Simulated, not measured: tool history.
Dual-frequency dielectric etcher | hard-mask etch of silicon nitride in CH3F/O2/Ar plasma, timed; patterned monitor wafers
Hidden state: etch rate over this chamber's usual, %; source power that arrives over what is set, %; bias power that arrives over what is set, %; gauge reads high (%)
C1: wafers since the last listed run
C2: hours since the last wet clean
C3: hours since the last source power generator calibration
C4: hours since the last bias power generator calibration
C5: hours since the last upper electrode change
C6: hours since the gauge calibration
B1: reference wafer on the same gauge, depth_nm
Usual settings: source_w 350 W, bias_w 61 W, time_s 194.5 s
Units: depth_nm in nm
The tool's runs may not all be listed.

{"run": 1, "hour": 0.0, "source_w": 350, "bias_w": 61, "time_s": 194.5, "C1": 0, "C2": 110.8, "C3": 1321.1, "C4": 1346.1, "C5": 1282.2, "C6": 543.9, "B1": 100.0, "depth_nm": 113.1}
{"run": 2, "hour": 26.7, "source_w": 350, "bias_w": 61, "time_s": 194.5, "C1": 139, "C2": 137.5, "C3": 1347.8, "C4": 1372.8, "C5": 1308.9, "C6": 570.6, "B1": 100.0, "depth_nm": 113.7}
{"run": 3, "hour": 86.1, "source_w": 350, "bias_w": 61, "time_s": 194.5, "C1": 310, "C2": 196.9, "C3": 1407.2, "C4": 1432.2, "C5": 1368.3, "C6": 630.0, "B1": 99.7, "depth_nm": 112.8}
{"run": 4, "hour": 129.4, "source_w": 350, "bias_w": 66, "time_s": 194.5, "C1": 226, "C2": 240.2, "C3": 1450.5, "C4": 1475.5, "C5": 1411.6, "C6": 673.3, "B1": 99.6, "depth_nm": 117.2}
{"run": 5, "hour": 173.5, "source_w": 350, "bias_w": 66, "time_s": 194.5, "C1": 230, "C2": 284.3, "C3": 1494.6, "C4": 1519.6, "C5": 1455.7, "C6": 717.4, "B1": 99.3, "depth_nm": 117.5}
{"run": 6, "hour": 235.9, "source_w": 320, "bias_w": 61, "time_s": 194.5, "C1": 326, "C2": 346.7, "C3": 1557.0, "C4": 1582.0, "C5": 1518.1, "C6": 779.8, "B1": 99.0, "depth_nm": 108.0}
{"hour": 247.9, "done": "gauge calibrated"}
{"run": 7, "hour": 270.5, "source_w": 320, "bias_w": 61, "time_s": 194.5, "C1": 180, "C2": 381.3, "C3": 1591.6, "C4": 1616.6, "C5": 1552.7, "C6": 22.6, "B1": 102.0, "depth_nm": 110.3}
{"run": 8, "hour": 341.1, "source_w": 350, "bias_w": 55, "time_s": 194.5, "C1": 369, "C2": 451.9, "C3": 1662.2, "C4": 1687.2, "C5": 1623.3, "C6": 93.2, "B1": 101.6, "depth_nm": 108.7}
{"run": 9, "hour": 403.6, "source_w": 350, "bias_w": 61, "time_s": 194.5, "C1": 326, "C2": 514.4, "C3": 1724.7, "C4": 1749.7, "C5": 1685.8, "C6": 155.7, "B1": 101.4, "depth_nm": 113.9}
{"run": 10, "hour": 427.6, "source_w": 350, "bias_w": 61, "time_s": 194.5, "C1": 125, "C2": 538.4, "C3": 1748.7, "C4": 1773.7, "C5": 1709.8, "C6": 179.7, "B1": 101.1, "depth_nm": 114.5}
{"run": 11, "hour": 472.3, "source_w": 350, "bias_w": 61, "time_s": 194.5, "C1": 233, "C2": 583.1, "C3": 1793.4, "C4": 1818.4, "C5": 1754.5, "C6": 224.4, "B1": 101.0, "depth_nm": 115.4}
{"hour": 503.3, "done": "wet clean of the chamber"}
{"run": 12, "hour": 524.6, "source_w": 350, "bias_w": 61, "time_s": 194.5, "C1": 147, "C2": 21.3, "C3": 1845.7, "C4": 1870.7, "C5": 1806.8, "C6": 276.7, "B1": 100.6, "depth_nm": 114.8}
{"run": 13, "hour": 606.4, "source_w": 350, "bias_w": 61, "time_s": 194.5, "C1": 427, "C2": 103.1, "C3": 1927.5, "C4": 1952.5, "C5": 1888.6, "C6": 358.5, "B1": 100.6, "depth_nm": 113.7}
{"run": 14, "hour": 664.0, "source_w": 420, "bias_w": 53, "time_s": 253.0, "C1": 301, "C2": 160.7, "C3": 1985.1, "C4": 2010.1, "C5": 1946.2, "C6": 416.1, "B1": 100.2, "depth_nm": 146.6}
{"run": 15, "hour": 733.5, "source_w": 350, "bias_w": 61, "time_s": 194.5, "C1": 363, "C2": 230.2, "C3": 2054.6, "C4": 2079.6, "C5": 2015.7, "C6": 485.6, "B1": 100.0, "depth_nm": 112.9}
{"run": 16, "hour": 803.5, "source_w": 410, "bias_w": 75, "time_s": 242.0, "C1": 366, "C2": 300.2, "C3": 2124.6, "C4": 2149.6, "C5": 2085.7, "C6": 555.6, "B1": 99.6, "depth_nm": 166.1}
{"hour": 885.8, "done": "upper electrode replaced"}
{"run": 17, "hour": 886.3, "source_w": 320, "bias_w": 61, "time_s": 214.0, "C1": 307, "C2": 383.0, "C3": 2207.4, "C4": 2232.4, "C5": 0.5, "C6": 638.4, "B1": 99.3, "depth_nm": 119.7}
{"hour": 920.4, "done": "bias power generator calibrated"}
{"run": 18, "hour": 920.9, "source_w": 350, "bias_w": 75, "time_s": 194.5, "C1": 160, "C2": 417.6, "C3": 2242.0, "C4": 0.5, "C5": 35.1, "C6": 673.0, "B1": 99.2, "depth_nm": 125.4}
{"hour": 931.2, "done": "gauge calibrated"}
{"run": 19, "hour": 992.3, "source_w": 410, "bias_w": 48, "time_s": 194.5, "C1": 373, "C2": 489.0, "C3": 2313.4, "C4": 71.9, "C5": 106.5, "C6": 61.1, "B1": 101.4, "depth_nm": 107.0}
{"hour": 1044.8, "done": "wet clean of the chamber"}
{"run": 20, "hour": 1045.3, "source_w": 350, "bias_w": 61, "time_s": 166.5, "C1": 151, "C2": 0.5, "C3": 2366.4, "C4": 124.9, "C5": 159.5, "C6": 114.1, "B1": 101.2, "depth_nm": 98.3}
{"hour": 1061.3, "done": "source power generator calibrated"}
{"run": 21, "hour": 1109.9, "source_w": 350, "bias_w": 68, "time_s": 152.0, "C1": 316, "C2": 65.1, "C3": 48.6, "C4": 189.5, "C5": 224.1, "C6": 178.7, "B1": 101.0, "depth_nm": 93.9}
{"run": 22, "hour": 1168.4, "source_w": 350, "bias_w": 61, "time_s": 194.5, "C1": 305, "C2": 123.6, "C3": 107.1, "C4": 248.0, "C5": 282.6, "C6": 237.2, "B1": 100.7, "depth_nm": 113.7}
{"run": 23, "hour": 1198.4, "source_w": 350, "bias_w": 61, "time_s": 177.0, "C1": 156, "C2": 153.6, "C3": 137.1, "C4": 278.0, "C5": 312.6, "C6": 267.2, "B1": 100.6, "depth_nm": 103.0}
{"run": 24, "hour": 1270.2, "source_w": 420, "bias_w": 69, "time_s": 194.5, "C1": 375, "C2": 225.4, "C3": 208.9, "C4": 349.8, "C5": 384.4, "C6": 339.0, "B1": 100.3, "depth_nm": 130.6}
{"run": 25, "hour": 1304.3, "source_w": 350, "bias_w": 61, "time_s": 194.5, "C1": 178, "C2": 259.5, "C3": 243.0, "C4": 383.9, "C5": 418.5, "C6": 373.1, "B1": 100.3, "depth_nm": 112.9}
{"run": 26, "hour": 1331.5, "source_w": 350, "bias_w": 61, "time_s": 194.5, "C1": 142, "C2": 286.7, "C3": 270.2, "C4": 411.1, "C5": 445.7, "C6": 400.3, "B1": 100.1, "depth_nm": 113.4}

How the hidden state differs across the entries between the runs, from the last listed run before each to the first after it:
Between runs 6 and 7: gauge calibrated (hour 247.9)
  gauge reads high (%): -2.83 -> -0.169
  measured less the result without the state, depth_nm: -3.1 -> -0.1 nm
Between runs 11 and 12: wet clean of the chamber (hour 503.3)
  gauge reads high (%): -0.977 -> -1.19
  measured less the result without the state, depth_nm: -1.2 -> -1.3 nm
Between runs 16 and 17: upper electrode replaced (hour 885.8)
  gauge reads high (%): -2.3 -> -2.63
  measured less the result without the state, depth_nm: -3.9 -> -3.3 nm
Between runs 17 and 18: bias power generator calibrated (hour 920.4)
  gauge reads high (%): -2.63 -> -2.77
  measured less the result without the state, depth_nm: -3.3 -> -3.6 nm
Between runs 18 and 19: gauge calibrated (hour 931.2)
  gauge reads high (%): -2.77 -> -0.598
  measured less the result without the state, depth_nm: -3.6 -> -0.7 nm
Between runs 19 and 20: wet clean of the chamber (hour 1044.8)
  gauge reads high (%): -0.598 -> -0.81
  measured less the result without the state, depth_nm: -0.7 -> -0.8 nm
Between runs 20 and 21: source power generator calibrated (hour 1061.3)
  gauge reads high (%): -0.81 -> -1.07
  measured less the result without the state, depth_nm: -0.8 -> -1.0 nm
